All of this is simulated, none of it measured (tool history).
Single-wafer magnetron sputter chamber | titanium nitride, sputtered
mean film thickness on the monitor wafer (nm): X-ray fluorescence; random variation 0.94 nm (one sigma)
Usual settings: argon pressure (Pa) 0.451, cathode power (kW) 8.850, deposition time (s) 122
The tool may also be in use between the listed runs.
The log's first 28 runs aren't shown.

run,hour,argon pressure (Pa),cathode power (kW),deposition time (s),"read-back reference wafer on the same gauge, thickness_nm",mean film thickness on the monitor wafer (nm)
29,1608.7,0.451,8.850,122,179.189,198.328
# hour 1645.6: sputter target and shields replaced
30,1646.1,0.496,10.700,115,179.048,221.937
31,1671.3,0.451,8.850,122,179.195,198.333
32,1735.3,0.607,8.850,122,178.952,186.137
33,1788.9,0.451,8.850,122,179.272,199.440
34,1825.3,0.371,7.300,122,178.881,168.824
35,1894.4,0.451,7.450,122,179.099,168.054
36,1932.9,0.312,8.850,122,179.031,210.019

Forecast each of these 3 alternatives for the next run:
A,1933.3,0.451,7.500,122,?,?
B,1933.3,0.451,8.850,103,?,?
C,1933.3,0.391,10.350,111,?,?

run,"read-back reference wafer on the same gauge, thickness_nm",mean film thickness on the monitor wafer (nm)
A,178.800,167.821
B,178.800,167.188
C,178.800,215.639
Without the tool's hidden state the same runs would have given:
run,mean film thickness on the monitor wafer (nm)
A,167.821
B,167.188
C,215.639

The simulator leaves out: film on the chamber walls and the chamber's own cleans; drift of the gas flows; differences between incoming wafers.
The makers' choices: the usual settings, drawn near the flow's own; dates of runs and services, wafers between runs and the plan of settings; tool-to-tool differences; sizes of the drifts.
